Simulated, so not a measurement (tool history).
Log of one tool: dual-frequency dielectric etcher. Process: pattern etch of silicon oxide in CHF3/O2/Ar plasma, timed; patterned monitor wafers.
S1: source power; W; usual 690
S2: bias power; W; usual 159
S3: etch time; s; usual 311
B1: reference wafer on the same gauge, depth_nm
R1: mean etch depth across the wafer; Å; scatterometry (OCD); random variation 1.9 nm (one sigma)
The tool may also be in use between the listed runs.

run 1 hour=0 | S1=690 S2=159 S3=311 | B1=601.6 | R1=6490
-- hour=42.1 wet clean of the chamber
run 2 hour=42.6 | S1=640 S2=159 S3=311 | B1=601.1 | R1=6115
run 3 hour=61.9 | S1=640 S2=159 S3=311 | B1=601 | R1=6162
run 4 hour=80.6 | S1=640 S2=159 S3=311 | B1=601.9 | R1=6145
run 5 hour=109.6 | S1=690 S2=159 S3=311 | B1=600.8 | R1=6354
run 6 hour=142 | S1=690 S2=159 S3=311 | B1=600.7 | R1=6322
run 7 hour=166.5 | S1=690 S2=159 S3=311 | B1=601.5 | R1=6334
run 8 hour=185.7 | S1=690 S2=171 S3=311 | B1=601.4 | R1=6531
run 9 hour=199.3 | S1=690 S2=171 S3=311 | B1=600.6 | R1=6491
run 10 hour=212.7 | S1=690 S2=159 S3=311 | B1=601 | R1=6381
-- hour=250.3 upper electrode replaced
run 11 hour=250.8 | S1=690 S2=176 S3=376.5 | B1=600.9 | R1=7994
run 12 hour=251.2 | S1=690 S2=176 S3=376.5 | B1=600.6 | R1=7970
run 13 hour=265.2 | S1=590 S2=159 S3=311 | B1=601.6 | R1=6122
run 14 hour=317.9 | S1=690 S2=159 S3=311 | B1=600.9 | R1=6473
-- hour=327.7 gauge calibrated
-- hour=339.5 bias power generator calibrated
run 15 hour=340 | S1=560 S2=159 S3=386 | B1=601.4 | R1=7561
run 16 hour=355.2 | S1=690 S2=159 S3=311 | B1=601 | R1=6455
run 17 hour=383.1 | S1=690 S2=159 S3=311 | B1=601.3 | R1=6490
-- hour=423.4 wet clean of the chamber
run 18 hour=423.9 | S1=780 S2=159 S3=311 | B1=601 | R1=6559
run 19 hour=428.9 | S1=690 S2=159 S3=311 | B1=600.8 | R1=6301
run 20 hour=452.4 | S1=570 S2=159 S3=249.5 | B1=601.6 | R1=4777
-- hour=467.4 source power generator calibrated
run 21 hour=486.4 | S1=690 S2=198 S3=311 | B1=601.2 | R1=6742
run 22 hour=498.9 | S1=690 S2=159 S3=368 | B1=601.3 | R1=7464
run 23 hour=522.8 | S1=820 S2=173 S3=396.5 | B1=600.7 | R1=8758
run 24 hour=547.7 | S1=780 S2=159 S3=392 | B1=601.6 | R1=8324
run 25 hour=568.5 | S1=690 S2=159 S3=311 | B1=601 | R1=6400
run 26 hour=584.4 | S1=750 S2=159 S3=362.5 | B1=600.5 | R1=7572
run 27 hour=608.6 | S1=690 S2=159 S3=311 | B1=600.8 | R1=6359
run 28 hour=633.3 | S1=820 S2=180 S3=352 | B1=600.9 | R1=7921
run 29 hour=664.8 | S1=560 S2=192 S3=273 | B1=601 | R1=5638

5 ways to go on from here, each from the tool as it stands after run 29. What would each give?
run A hour=665.3 | S1=690 S2=146 S3=311 | B1=? | R1=?
run B hour=665.3 | S1=690 S2=159 S3=363.5 | B1=? | R1=?
run C hour=665.3 | S1=690 S2=134 S3=311 | B1=? | R1=?
run D hour=665.3 | S1=570 S2=137 S3=311 | B1=? | R1=?
run E hour=665.3 | S1=850 S2=187 S3=311 | B1=? | R1=?

run=A B1=600.2 R1=6257
run=B B1=600.2 R1=7500
run=C B1=600.2 R1=6104
run=D B1=600.2 R1=5813
run=E B1=600.2 R1=7177
Without the tool's hidden state the same runs would have given:
run=A R1=6106
run=B R1=7320
run=C R1=5957
run=D R1=5673
run=E R1=7004

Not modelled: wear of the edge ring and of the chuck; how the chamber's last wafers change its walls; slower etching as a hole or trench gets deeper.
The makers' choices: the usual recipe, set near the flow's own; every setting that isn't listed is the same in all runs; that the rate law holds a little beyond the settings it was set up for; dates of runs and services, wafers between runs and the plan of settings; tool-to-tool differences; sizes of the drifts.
